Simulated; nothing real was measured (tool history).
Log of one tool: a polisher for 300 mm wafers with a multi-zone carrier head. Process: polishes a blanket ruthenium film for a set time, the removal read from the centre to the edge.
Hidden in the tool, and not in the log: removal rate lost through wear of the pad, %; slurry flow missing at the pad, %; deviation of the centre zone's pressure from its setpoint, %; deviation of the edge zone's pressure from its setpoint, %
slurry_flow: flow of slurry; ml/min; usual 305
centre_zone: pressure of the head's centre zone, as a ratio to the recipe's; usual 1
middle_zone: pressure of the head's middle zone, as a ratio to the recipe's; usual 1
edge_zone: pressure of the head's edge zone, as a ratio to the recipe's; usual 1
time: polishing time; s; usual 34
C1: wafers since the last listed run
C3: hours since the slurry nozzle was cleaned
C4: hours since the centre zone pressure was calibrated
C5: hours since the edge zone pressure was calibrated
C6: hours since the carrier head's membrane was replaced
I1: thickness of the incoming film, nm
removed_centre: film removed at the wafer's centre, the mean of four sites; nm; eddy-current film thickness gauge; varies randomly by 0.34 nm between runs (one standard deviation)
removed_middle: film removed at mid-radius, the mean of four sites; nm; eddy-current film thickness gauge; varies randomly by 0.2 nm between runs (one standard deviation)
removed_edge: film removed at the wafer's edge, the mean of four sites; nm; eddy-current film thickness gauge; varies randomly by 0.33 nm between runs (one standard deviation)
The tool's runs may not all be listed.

run 1 hour=0 | slurry_flow=305 centre_zone=1 middle_zone=1 edge_zone=1 time=34 | C1=0 wafers_polished_on_this_pad=30 C3=59.8 C4=594.6 C5=805.6 C6=1634.5 | I1=275.7 | removed_centre=27.9 removed_middle=27.1 removed_edge=27.2
run 2 hour=24 | slurry_flow=305 centre_zone=1 middle_zone=1 edge_zone=1 time=34 | C1=271 wafers_polished_on_this_pad=301 C3=83.8 C4=618.6 C5=829.6 C6=1658.5 | I1=276.6 | removed_centre=28.4 removed_middle=27.4 removed_edge=26.9
run 3 hour=53 | slurry_flow=305 centre_zone=1 middle_zone=1 edge_zone=1 time=34 | C1=327 wafers_polished_on_this_pad=629 C3=112.8 C4=647.6 C5=858.6 C6=1687.5 | I1=276.1 | removed_centre=28.4 removed_middle=27.2 removed_edge=26
-- hour=75.7 worn pad replaced by a new one
run 4 hour=82.7 | slurry_flow=305 centre_zone=1 middle_zone=1 edge_zone=1 time=34 | C1=290 wafers_polished_on_this_pad=78 C3=142.5 C4=677.3 C5=888.3 C6=1717.2 | I1=278.2 | removed_centre=28.2 removed_middle=27 removed_edge=26.8
run 5 hour=100.3 | slurry_flow=305 centre_zone=1 middle_zone=1 edge_zone=1 time=34 | C1=198 wafers_polished_on_this_pad=277 C3=160.1 C4=694.9 C5=905.9 C6=1734.8 | I1=276.6 | removed_centre=28.5 removed_middle=27.4 removed_edge=26.7
run 6 hour=135.7 | slurry_flow=305 centre_zone=1 middle_zone=1 edge_zone=1 time=34 | C1=399 wafers_polished_on_this_pad=677 C3=195.5 C4=730.3 C5=941.3 C6=1770.2 | I1=281 | removed_centre=28.5 removed_middle=27.2 removed_edge=26.6
-- hour=151.9 worn pad replaced by a new one
run 7 hour=159.4 | slurry_flow=305 centre_zone=1 middle_zone=1 edge_zone=1 time=39 | C1=222 wafers_polished_on_this_pad=84 C3=219.2 C4=754 C5=965 C6=1793.9 | I1=284.6 | removed_centre=33.2 removed_middle=31.5 removed_edge=30.5
run 8 hour=189.1 | slurry_flow=305 centre_zone=1 middle_zone=1 edge_zone=1 time=39 | C1=335 wafers_polished_on_this_pad=419 C3=248.9 C4=783.7 C5=994.7 C6=1823.6 | I1=281.7 | removed_centre=33 removed_middle=31.4 removed_edge=30.4
-- hour=204.4 carrier head's membrane replaced by a new one
run 9 hour=216.7 | slurry_flow=250 centre_zone=1 middle_zone=1 edge_zone=1 time=34 | C1=255 wafers_polished_on_this_pad=675 C3=276.5 C4=811.3 C5=1022.3 C6=12.3 | I1=277.9 | removed_centre=27.9 removed_middle=26.5 removed_edge=26.2
-- hour=223.4 worn pad replaced by a new one
run 10 hour=244.3 | slurry_flow=250 centre_zone=1 middle_zone=1 edge_zone=1 time=34 | C1=266 wafers_polished_on_this_pad=236 C3=304.1 C4=838.9 C5=1049.9 C6=39.9 | I1=282.6 | removed_centre=28.6 removed_middle=27 removed_edge=26.7
-- hour=265.7 centre zone pressure recalibrated
-- hour=266.6 edge zone pressure recalibrated
run 11 hour=279.4 | slurry_flow=305 centre_zone=0.91 middle_zone=0.89 edge_zone=1 time=42 | C1=363 wafers_polished_on_this_pad=599 C3=339.2 C4=13.7 C5=12.8 C6=75 | I1=280.2 | removed_centre=30.1 removed_middle=30.5 removed_edge=33.1
-- hour=302.4 slurry nozzle cleaned
-- hour=302.7 worn pad replaced by a new one
run 12 hour=306.3 | slurry_flow=305 centre_zone=1 middle_zone=1 edge_zone=0.95 time=34 | C1=290 wafers_polished_on_this_pad=41 C3=3.9 C4=40.6 C5=39.7 C6=101.9 | I1=281.5 | removed_centre=26.7 removed_middle=27.4 removed_edge=25.7
run 13 hour=321.6 | slurry_flow=305 centre_zone=1 middle_zone=1 edge_zone=1 time=34 | C1=172 wafers_polished_on_this_pad=214 C3=19.2 C4=55.9 C5=55 C6=117.2 | I1=279.1 | removed_centre=26.6 removed_middle=27.2 removed_edge=26.2
run 14 hour=353 | slurry_flow=305 centre_zone=1 middle_zone=1 edge_zone=1 time=34 | C1=354 wafers_polished_on_this_pad=568 C3=50.6 C4=87.3 C5=86.4 C6=148.6 | I1=277.9 | removed_centre=26.6 removed_middle=27.2 removed_edge=26.8
run 15 hour=371.8 | slurry_flow=235 centre_zone=1.12 middle_zone=1 edge_zone=0.9 time=23 | C1=212 wafers_polished_on_this_pad=781 C3=69.4 C4=106.1 C5=105.2 C6=167.4 | I1=279.2 | removed_centre=19.7 removed_middle=18.4 removed_edge=17.1
-- hour=389 worn pad replaced by a new one
run 16 hour=395.2 | slurry_flow=390 centre_zone=0.9 middle_zone=1 edge_zone=1.04 time=34 | C1=219 wafers_polished_on_this_pad=69 C3=92.8 C4=129.5 C5=128.6 C6=190.8 | I1=281.7 | removed_centre=25.3 removed_middle=27.5 removed_edge=27.5
run 17 hour=412.3 | slurry_flow=305 centre_zone=1.06 middle_zone=1 edge_zone=1 time=34 | C1=193 wafers_polished_on_this_pad=262 C3=109.9 C4=146.6 C5=145.7 C6=207.9 | I1=280.6 | removed_centre=27.9 removed_middle=27.6 removed_edge=26.5

Branching from run 17: 3 alternative next runs. What would each branch give?
run A hour=412.7 | slurry_flow=305 centre_zone=1 middle_zone=1.09 edge_zone=1 time=34 | C1=4 wafers_polished_on_this_pad=267 C3=110.3 C4=147 C5=146.1 C6=208.3 | I1=279.5 | removed_centre=? removed_middle=? removed_edge=?
run B hour=412.7 | slurry_flow=385 centre_zone=1.11 middle_zone=1 edge_zone=0.95 time=25 | C1=4 wafers_polished_on_this_pad=267 C3=110.3 C4=147 C5=146.1 C6=208.3 | I1=279.5 | removed_centre=? removed_middle=? removed_edge=?
run C hour=412.7 | slurry_flow=395 centre_zone=0.97 middle_zone=1.04 edge_zone=1.11 time=34 | C1=4 wafers_polished_on_this_pad=267 C3=110.3 C4=147 C5=146.1 C6=208.3 | I1=279.5 | removed_centre=? removed_middle=? removed_edge=?

run=A removed_centre=26.9 removed_middle=29.2 removed_edge=27.1
run=B removed_centre=22 removed_middle=20.3 removed_edge=19.7
run=C removed_centre=26.7 removed_middle=28.5 removed_edge=28.9
With the hidden condition removed and each run's random variation left untouched, the same runs would have given:
run=A removed_centre=26.7 removed_middle=29.2 removed_edge=27.1
run=B removed_centre=21.9 removed_middle=20.3 removed_edge=19.7
run=C removed_centre=26.5 removed_middle=28.5 removed_edge=28.9
